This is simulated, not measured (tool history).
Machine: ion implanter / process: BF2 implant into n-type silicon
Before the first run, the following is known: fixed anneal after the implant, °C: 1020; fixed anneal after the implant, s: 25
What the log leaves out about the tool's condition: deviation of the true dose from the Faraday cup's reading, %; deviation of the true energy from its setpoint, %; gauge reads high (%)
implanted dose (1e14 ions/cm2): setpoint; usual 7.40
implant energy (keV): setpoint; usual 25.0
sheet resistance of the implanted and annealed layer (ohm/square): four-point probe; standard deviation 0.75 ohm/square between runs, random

run	hour	implanted dose (1e14 ions/cm2)	implant energy (keV)	wafers since the last listed run	hours since the last dose calibration	hours since the extraction supply was calibrated	hours since the gauge calibration	read-back reference wafer on the same gauge, sheet resistance	sheet resistance of the implanted and annealed layer (ohm/square)
1	0.0	7.40	25.0	0	823.8	4050.6	3293.8	200.97	178.85
# hour 36.7: Faraday cup replaced and dose calibrated
2	57.1	7.40	25.0	930	20.4	4107.7	3350.9	201.09	181.68
3	159.1	7.40	25.0	1933	122.4	4209.7	3452.9	200.86	181.74
4	216.9	7.40	25.0	1095	180.2	4267.5	3510.7	200.92	181.55
5	299.7	5.94	25.0	1569	263.0	4350.3	3593.5	201.01	212.42
6	487.9	5.94	25.0	3566	451.2	4538.5	3781.7	201.05	211.64
7	573.1	5.94	25.0	1614	536.4	4623.7	3866.9	200.69	211.86
8	655.3	8.58	25.0	1557	618.6	4705.9	3949.1	201.04	162.80
# hour 718.8: extraction supply calibrated
9	748.4	8.58	25.0	1612	711.7	29.6	4042.2	201.32	163.85
# hour 770.3: gauge calibrated
10	811.0	6.52	25.0	1186	774.3	92.2	40.7	201.03	196.08
# hour 830.3: Faraday cup replaced and dose calibrated
11	851.6	7.95	25.0	617	21.3	132.8	81.3	201.07	173.17
12	934.0	7.95	25.0	1561	103.7	215.2	163.7	201.09	175.09
13	1178.2	6.41	28.0	4628	347.9	459.4	407.9	201.02	197.19
14	1219.4	5.70	33.0	780	389.1	500.6	449.1	201.24	210.02
15	1444.5	8.50	18.5	4266	614.2	725.7	674.2	201.17	178.76
16	1523.0	5.96	19.5	1487	692.7	804.2	752.7	200.98	219.62
17	1615.2	7.40	25.0	1747	784.9	896.4	844.9	200.87	178.20
18	1670.1	7.40	25.0	1040	839.8	951.3	899.8	200.82	179.40
# hour 1705.8: Faraday cup replaced and dose calibrated
19	1737.8	7.40	21.5	1131	32.0	1019.0	967.5	200.90	188.02
20	1861.1	5.96	19.5	2336	155.3	1142.3	1090.8	201.01	222.08
21	1904.4	5.93	30.5	820	198.6	1185.6	1134.1	201.09	205.08
22	2010.6	5.21	18.0	2012	304.8	1291.8	1240.3	200.71	249.96
23	2064.8	8.60	21.5	1027	359.0	1346.0	1294.5	201.08	170.90
24	2104.4	7.40	25.0	750	398.6	1385.6	1334.1	200.72	181.47
25	2377.9	5.82	19.0	5183	672.1	1659.1	1607.6	200.97	223.96
26	2459.9	7.40	22.0	1554	754.1	1741.1	1689.6	200.84	185.31
# hour 2549.8: Faraday cup replaced and dose calibrated
27	2559.1	7.40	25.0	1728	9.3	1840.3	1788.8	200.97	181.89
28	2620.5	6.29	32.5	1163	70.7	1901.7	1850.2	200.75	194.80
29	2684.8	8.26	18.5	1218	135.0	1966.0	1914.5	201.08	183.58
30	2785.3	7.40	22.5	1904	235.5	2066.5	2015.0	201.06	187.67
31	2873.6	6.07	25.0	1673	323.8	2154.8	2103.3	201.10	209.29
32	2915.7	7.40	20.0	797	365.9	2196.9	2145.4	201.09	189.88
33	3232.3	9.25	21.0	6000	682.5	2513.5	2462.0	201.24	165.45
34	3279.0	5.34	17.5	885	729.2	2560.2	2508.7	201.04	244.11
35	3371.7	5.56	22.0	1756	821.9	2652.9	2601.4	201.08	224.93
# hour 3411.8: Faraday cup replaced and dose calibrated
36	3461.1	9.15	17.0	1542	49.3	2742.3	2690.8	200.92	177.67

Forecast each of these 5 alternatives for the next run:
A	3461.5	7.40	25.0	7	49.7	2742.7	2691.2	?	?
B	3461.5	9.59	19.0	7	49.7	2742.7	2691.2	?	?
C	3461.5	7.40	29.0	7	49.7	2742.7	2691.2	?	?
D	3461.5	8.46	30.5	7	49.7	2742.7	2691.2	?	?
E	3461.5	8.39	29.0	7	49.7	2742.7	2691.2	?	?

run	read-back reference wafer on the same gauge, sheet resistance	sheet resistance of the implanted and annealed layer (ohm/square)
A	200.69	181.64
B	200.69	168.02
C	200.69	175.92
D	200.69	158.76
E	200.69	161.54
What these runs would have given with no unlogged condition in the tool:
run	sheet resistance of the implanted and annealed layer (ohm/square)
A	181.68
B	168.05
C	175.97
D	158.80
E	161.58
